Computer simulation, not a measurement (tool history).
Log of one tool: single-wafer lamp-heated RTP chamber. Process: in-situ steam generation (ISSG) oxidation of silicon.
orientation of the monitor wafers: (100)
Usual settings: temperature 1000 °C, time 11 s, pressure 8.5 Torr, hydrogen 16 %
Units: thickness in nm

run,hour,temperature,time,pressure,hydrogen,"read-back reference wafer on the same gauge, thickness",thickness
1,0,1014,11,7.9,16,4.567,4.405
2,32.8,1014,11,7.9,16,4.56,4.411
3,53.5,1000,11,8.5,11,4.562,3.838
4,69.4,1010,11,8.5,16,4.556,4.345
5,85.1,1010,11,8.5,16,4.556,4.344
6,117.6,1000,11,8.5,16,4.562,4.204
7,152,1000,13,8.5,16,4.56,4.538
8,184.3,1000,13,8.5,16,4.556,4.54
9,210.5,1000,13,8.5,16,4.564,4.524
10,236.6,1000,11,8.5,16,4.56,4.223
11,266,1000,8,8.5,16,4.56,3.665
# hour 298.2: pyrometer window cleaned and pyrometer calibrated
12,298.7,1000,8,8.5,16,4.56,3.588
13,318.9,1000,11,8.5,16,4.558,4.12
# hour 339.6: gauge calibrated
14,350.4,1000,11,8.5,16,4.557,4.138
# hour 367.1: pressure gauge zeroed
15,379.2,1000,11,8.5,16,4.553,4.136
16,395.8,1000,11,7.3,23,4.562,4.546
17,412.5,1006,11,9.9,16,4.564,4.187
18,439.5,1000,11,7.5,11,4.562,3.821
19,454.3,1000,8,8.5,16,4.558,3.638
20,466.7,1000,12,9.1,16,4.56,4.302
21,487.2,1000,11,7.4,16,4.557,4.175
22,521.7,992,13,8.5,16,4.552,4.405
# hour 534.8: hydrogen flow controller replaced
23,546.1,991,11,7.5,22,4.566,4.42
24,578.7,1000,11,8.5,16,4.564,4.2
25,592.1,989,15,10,11,4.559,4.194
26,607.4,1016,7,9.9,26,4.559,4.018
27,631.9,1000,11,8.5,20,4.563,4.438
28,648,1000,7,8.5,21,4.554,3.713
# hour 731.5: pyrometer window cleaned and pyrometer calibrated
29,736,1000,11,8.5,16,4.559,4.107
30,770.5,1000,7,8.5,11,4.556,3.124
31,793.4,1019,9,9.3,19,4.557,4.204
32,810.8,989,9,9.1,22,4.561,3.985

Forecast each of these 3 alternatives for the next run:
A,811.2,1000,11,8.5,16,?,?
B,811.2,1000,11,8.9,16,?,?
C,811.2,1014,11,8,19,?,?

run,"read-back reference wafer on the same gauge, thickness",thickness
A,4.556,4.158
B,4.556,4.146
C,4.556,4.569
Without the tool's hidden state the same runs would have given:
run,thickness
A,4.094
B,4.082
C,4.491

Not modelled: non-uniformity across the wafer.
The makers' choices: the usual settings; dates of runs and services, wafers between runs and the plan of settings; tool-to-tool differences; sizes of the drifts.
